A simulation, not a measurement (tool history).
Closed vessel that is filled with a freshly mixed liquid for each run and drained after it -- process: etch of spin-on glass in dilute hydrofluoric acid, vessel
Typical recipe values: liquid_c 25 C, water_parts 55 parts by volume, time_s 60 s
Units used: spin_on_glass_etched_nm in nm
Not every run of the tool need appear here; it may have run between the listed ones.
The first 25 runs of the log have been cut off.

run     day  liquid_c  water_parts  time_s  read-back film thickness of the spin-on glass reference wafer, read on the same gauge (nm)  spin_on_glass_etched_nm
     73.912  -- hydrofluoric acid flow meter replaced
 26  75.058        25           35      60                                                                                       69.99                    87.89
 27  77.108      21.5           80      60                                                                                       70.01                    32.77
 28  79.692        25           55      60                                                                                       70.01                    55.51
 29  83.292        25           55      60                                                                                          70                    54.58
 30  87.208        25           55      60                                                                                          70                    56.92
 31  90.862        25           55      60                                                                                       69.99                    56.29
 32  94.238        25           55      60                                                                                       69.99                    55.71
 33  96.508      26.5           75      85                                                                                          70                    61.41
 34  98.696        25           55      60                                                                                       69.99                    56.92

Branching from run 34: 4 alternative next runs. What would each branch give?
  A  98.725        25           55      60                                                                                           ?                        ?
  B  98.725      23.5           30      70                                                                                           ?                        ?
  C  98.725      27.5           85      90                                                                                           ?                        ?
  D  98.725      28.5           80      45                                                                                           ?                        ?

run  read-back film thickness of the spin-on glass reference wafer, read on the same gauge (nm)  spin_on_glass_etched_nm
  A                                                                                          70                    57.56
  B                                                                                          70                   119.52
  C                                                                                          70                    59.32
  D                                                                                          70                    32.98
The same runs, with their run-to-run variation unchanged, on a tool lacking any hidden condition would have given:
run  spin_on_glass_etched_nm
  A                     55.5
  B                   115.38
  C                    57.12
  D                    31.76

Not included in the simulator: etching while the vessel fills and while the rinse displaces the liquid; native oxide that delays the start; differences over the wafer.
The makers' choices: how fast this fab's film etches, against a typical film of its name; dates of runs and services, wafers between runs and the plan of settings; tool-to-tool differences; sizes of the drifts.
